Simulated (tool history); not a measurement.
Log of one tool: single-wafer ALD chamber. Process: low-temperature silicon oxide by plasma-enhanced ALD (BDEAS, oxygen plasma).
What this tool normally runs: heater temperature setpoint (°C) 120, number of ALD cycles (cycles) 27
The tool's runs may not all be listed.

run,hour,heater temperature setpoint (°C),number of ALD cycles (cycles),wafers since the last listed run,hours since the last thermocouple change,hours since the gauge calibration,"read-back reference wafer on the same gauge, thickness_nm",mean film thickness on the monitor wafer (Å)
1,0,120,27,0,1270.8,407.6,4.218,35.72
2,36.7,120,27,413,1307.5,444.3,4.221,35.91
3,85,120,27,543,1355.8,492.6,4.212,35.61
4,129.3,120,27,498,1400.1,536.9,4.209,35.98
5,175.3,120,27,517,1446.1,582.9,4.196,35.45
6,207.2,120,27,359,1478,614.8,4.193,35.76
7,247.4,120,27,452,1518.2,655,4.186,35.54
8,294.6,120,27,531,1565.4,702.2,4.174,35.8
9,337.1,120,27,478,1607.9,744.7,4.164,35.36
10,387.9,120,27,571,1658.7,795.5,4.163,35.65
11,420.5,120,27,366,1691.3,828.1,4.156,35.45
12,461.1,120,27,456,1731.9,868.7,4.14,35.11
13,489.4,129,29,318,1760.2,897,4.136,37.28
14,518.8,116,31,330,1789.6,926.4,4.13,40.56
15,551.4,120,27,366,1822.2,959,4.124,35.12
# hour 567.8: thermocouple changed; heater temperature recalibrated
16,617.1,116,22,649,49.3,1024.7,4.11,28.74
17,671,112,29,606,103.2,1078.6,4.083,38.08
18,699.9,120,27,325,132.1,1107.5,4.083,34.43
# hour 719: gauge calibrated
19,761.7,128,29,695,193.9,42.7,4.167,37.9
20,801.7,120,29,450,233.9,82.7,4.172,38.2
21,835.7,114,25,382,267.9,116.7,4.167,33.12
22,880.6,120,27,505,312.8,161.6,4.175,35.58
23,947.1,107,32,748,379.3,228.1,4.168,43.31
24,995.7,107,27,547,427.9,276.7,4.171,36.36

Subtracting, for every run, the result it would have given without the tool's unlogged condition from the measured result gives the following. The same run-to-run variation enters both numbers; the gauge's scatter may not:
What the log doesn't record here: wafer temperature above the value expected at the setpoint (K); gauge reads high (%).
run,mean film thickness on the monitor wafer (Å)
1,+0.25
2,+0.21
3,+0.17
4,+0.12
5,+0.06
6,+0.02
7,-0.03
8,-0.11
9,-0.17
10,-0.25
11,-0.31
12,-0.38
13,-0.47
14,-0.57
15,-0.57
16,-0.58
17,-0.9
18,-0.89
19,-0.14
20,-0.14
21,-0.14
22,-0.15
23,-0.23
24,-0.22
